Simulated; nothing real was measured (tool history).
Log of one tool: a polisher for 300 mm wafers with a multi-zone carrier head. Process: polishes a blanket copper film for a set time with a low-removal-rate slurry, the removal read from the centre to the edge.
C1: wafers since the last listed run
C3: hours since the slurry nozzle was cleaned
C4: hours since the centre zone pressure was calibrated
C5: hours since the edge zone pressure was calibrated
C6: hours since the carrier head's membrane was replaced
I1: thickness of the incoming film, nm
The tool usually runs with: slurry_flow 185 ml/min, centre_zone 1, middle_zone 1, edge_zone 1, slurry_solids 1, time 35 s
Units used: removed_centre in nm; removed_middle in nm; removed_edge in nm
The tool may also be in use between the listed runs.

run 1 hour=0 | slurry_flow=225 centre_zone=0.93 middle_zone=1 edge_zone=1 slurry_solids=1.1 time=35 | C1=0 wafers_polished_on_this_pad=4 C3=472.2 C4=92.4 C5=29.3 C6=1188.4 | I1=1450.6 | removed_centre=86.4 removed_middle=92.5 removed_edge=90.1
run 2 hour=28.7 | slurry_flow=185 centre_zone=1 middle_zone=0.89 edge_zone=1 slurry_solids=1 time=47 | C1=252 wafers_polished_on_this_pad=257 C3=500.9 C4=121.1 C5=58 C6=1217.1 | I1=1414.2 | removed_centre=110.6 removed_middle=103.7 removed_edge=118
run 3 hour=60.8 | slurry_flow=185 centre_zone=1 middle_zone=1 edge_zone=0.89 slurry_solids=1 time=35 | C1=282 wafers_polished_on_this_pad=539 C3=533 C4=153.2 C5=90.1 C6=1249.2 | I1=1456.9 | removed_centre=79.9 removed_middle=82.5 removed_edge=82.5
-- hour=77.8 slurry nozzle cleaned
run 4 hour=87.6 | slurry_flow=185 centre_zone=1 middle_zone=0.93 edge_zone=1 slurry_solids=1 time=35 | C1=226 wafers_polished_on_this_pad=766 C3=9.8 C4=180 C5=116.9 C6=1276 | I1=1463.9 | removed_centre=95.7 removed_middle=90.4 removed_edge=96.8
run 5 hour=119.5 | slurry_flow=130 centre_zone=1.1 middle_zone=1 edge_zone=1 slurry_solids=1.1 time=26 | C1=280 wafers_polished_on_this_pad=1046 C3=41.7 C4=211.9 C5=148.8 C6=1307.9 | I1=1423.5 | removed_centre=72.9 removed_middle=67.2 removed_edge=68.4
run 6 hour=146.7 | slurry_flow=185 centre_zone=1.07 middle_zone=0.88 edge_zone=1 slurry_solids=1 time=35 | C1=239 wafers_polished_on_this_pad=1286 C3=68.9 C4=239.1 C5=176 C6=1335.1 | I1=1462.8 | removed_centre=101.5 removed_middle=86 removed_edge=94.2
-- hour=178.1 carrier head's membrane replaced by a new one
run 7 hour=178.6 | slurry_flow=185 centre_zone=1.1 middle_zone=1 edge_zone=1 slurry_solids=1 time=45 | C1=236 wafers_polished_on_this_pad=1522 C3=100.8 C4=271 C5=207.9 C6=0.5 | I1=1450.9 | removed_centre=134.4 removed_middle=121.6 removed_edge=122.1
run 8 hour=195.6 | slurry_flow=185 centre_zone=0.91 middle_zone=1 edge_zone=1 slurry_solids=1 time=43 | C1=149 wafers_polished_on_this_pad=1672 C3=117.8 C4=288 C5=224.9 C6=17.5 | I1=1427.6 | removed_centre=103.8 removed_middle=116.1 removed_edge=115.6
run 9 hour=209.2 | slurry_flow=185 centre_zone=1.1 middle_zone=0.97 edge_zone=1 slurry_solids=1 time=35 | C1=119 wafers_polished_on_this_pad=1792 C3=131.4 C4=301.6 C5=238.5 C6=31.1 | I1=1450 | removed_centre=104 removed_middle=91.5 removed_edge=92.6
-- hour=261.4 worn pad replaced by a new one
run 10 hour=269.7 | slurry_flow=185 centre_zone=1 middle_zone=1 edge_zone=1 slurry_solids=1 time=35 | C1=496 wafers_polished_on_this_pad=73 C3=191.9 C4=362.1 C5=299 C6=91.6 | I1=1447.5 | removed_centre=91.6 removed_middle=92.6 removed_edge=93.1
run 11 hour=286.6 | slurry_flow=185 centre_zone=1.04 middle_zone=1 edge_zone=1 slurry_solids=0.75 time=35 | C1=148 wafers_polished_on_this_pad=222 C3=208.8 C4=379 C5=315.9 C6=108.5 | I1=1452 | removed_centre=89.6 removed_middle=86.6 removed_edge=86.6
run 12 hour=300.2 | slurry_flow=185 centre_zone=1.05 middle_zone=1 edge_zone=1 slurry_solids=1 time=35 | C1=119 wafers_polished_on_this_pad=341 C3=222.4 C4=392.6 C5=329.5 C6=122.1 | I1=1445.2 | removed_centre=95.2 removed_middle=91.2 removed_edge=94.5
run 13 hour=334.4 | slurry_flow=140 centre_zone=0.93 middle_zone=1 edge_zone=1 slurry_solids=1.3 time=35 | C1=300 wafers_polished_on_this_pad=642 C3=256.6 C4=426.8 C5=363.7 C6=156.3 | I1=1419.8 | removed_centre=82.1 removed_middle=91.2 removed_edge=92.5
run 14 hour=355.6 | slurry_flow=125 centre_zone=0.91 middle_zone=1 edge_zone=1 slurry_solids=1 time=35 | C1=186 wafers_polished_on_this_pad=828 C3=277.8 C4=448 C5=384.9 C6=177.5 | I1=1452.5 | removed_centre=70.5 removed_middle=81.4 removed_edge=85.1
run 15 hour=374.6 | slurry_flow=155 centre_zone=0.92 middle_zone=1.09 edge_zone=0.89 slurry_solids=1 time=35 | C1=167 wafers_polished_on_this_pad=996 C3=296.8 C4=467 C5=403.9 C6=196.5 | I1=1467.7 | removed_centre=78 removed_middle=93.2 removed_edge=83.7
run 16 hour=387.1 | slurry_flow=185 centre_zone=1 middle_zone=1 edge_zone=1 slurry_solids=1 time=35 | C1=109 wafers_polished_on_this_pad=1106 C3=309.3 C4=479.5 C5=416.4 C6=209 | I1=1433.4 | removed_centre=89.3 removed_middle=90.9 removed_edge=91.3
run 17 hour=415.9 | slurry_flow=185 centre_zone=1 middle_zone=1 edge_zone=1 slurry_solids=1 time=35 | C1=253 wafers_polished_on_this_pad=1359 C3=338.1 C4=508.3 C5=445.2 C6=237.8 | I1=1449.5 | removed_centre=86.2 removed_middle=89.7 removed_edge=91.1
-- hour=440.3 centre zone pressure recalibrated
run 18 hour=444.8 | slurry_flow=185 centre_zone=1 middle_zone=1 edge_zone=1 slurry_solids=1 time=35 | C1=236 wafers_polished_on_this_pad=1595 C3=367 C4=4.5 C5=474.1 C6=266.7 | I1=1464.2 | removed_centre=87 removed_middle=88.7 removed_edge=91.6
run 19 hour=479.4 | slurry_flow=185 centre_zone=1.04 middle_zone=1 edge_zone=1 slurry_solids=1 time=35 | C1=304 wafers_polished_on_this_pad=1900 C3=401.6 C4=39.1 C5=508.7 C6=301.3 | I1=1459.1 | removed_centre=91.1 removed_middle=88.5 removed_edge=90.4
run 20 hour=493.6 | slurry_flow=185 centre_zone=0.93 middle_zone=1 edge_zone=0.93 slurry_solids=1 time=35 | C1=124 wafers_polished_on_this_pad=2025 C3=415.8 C4=53.3 C5=522.9 C6=315.5 | I1=1466.6 | removed_centre=81.1 removed_middle=87.8 removed_edge=85.5
-- hour=522.3 worn pad replaced by a new one
run 21 hour=523.6 | slurry_flow=185 centre_zone=1 middle_zone=1.03 edge_zone=1 slurry_solids=1 time=43 | C1=228 wafers_polished_on_this_pad=11 C3=445.8 C4=83.3 C5=552.9 C6=345.5 | I1=1463.9 | removed_centre=105.5 removed_middle=109 removed_edge=107.6
-- hour=572.6 slurry nozzle cleaned
run 22 hour=592.6 | slurry_flow=185 centre_zone=1 middle_zone=1 edge_zone=1 slurry_solids=1 time=35 | C1=598 wafers_polished_on_this_pad=609 C3=20 C4=152.3 C5=621.9 C6=414.5 | I1=1438.1 | removed_centre=94.9 removed_middle=97.9 removed_edge=98.3

Consider 3 possible next runs. They are alternatives, not a sequence: every one starts from the tool as it was left by run 22. What does each give?
run A hour=593 | slurry_flow=185 centre_zone=1 middle_zone=1 edge_zone=1 slurry_solids=1 time=44 | C1=3 wafers_polished_on_this_pad=613 C3=20.4 C4=152.7 C5=622.3 C6=414.9 | I1=1440.1 | removed_centre=? removed_middle=? removed_edge=?
run B hour=593 | slurry_flow=140 centre_zone=1 middle_zone=1 edge_zone=1 slurry_solids=1 time=35 | C1=3 wafers_polished_on_this_pad=613 C3=20.4 C4=152.7 C5=622.3 C6=414.9 | I1=1440.1 | removed_centre=? removed_middle=? removed_edge=?
run C hour=593 | slurry_flow=210 centre_zone=1 middle_zone=1 edge_zone=1.03 slurry_solids=1 time=26 | C1=3 wafers_polished_on_this_pad=613 C3=20.4 C4=152.7 C5=622.3 C6=414.9 | I1=1440.1 | removed_centre=? removed_middle=? removed_edge=?

run=A removed_centre=122.2 removed_middle=122.2 removed_edge=120.2
run=B removed_centre=91 removed_middle=91.7 removed_edge=91.7
run=C removed_centre=73.9 removed_middle=73.7 removed_edge=73.2
Without the tool's hidden state the same runs would have given:
run=A removed_centre=123 removed_middle=122.9 removed_edge=120.7
run=B removed_centre=91.8 removed_middle=92.4 removed_edge=92.1
run=C removed_centre=74.3 removed_middle=74.1 removed_edge=73.4
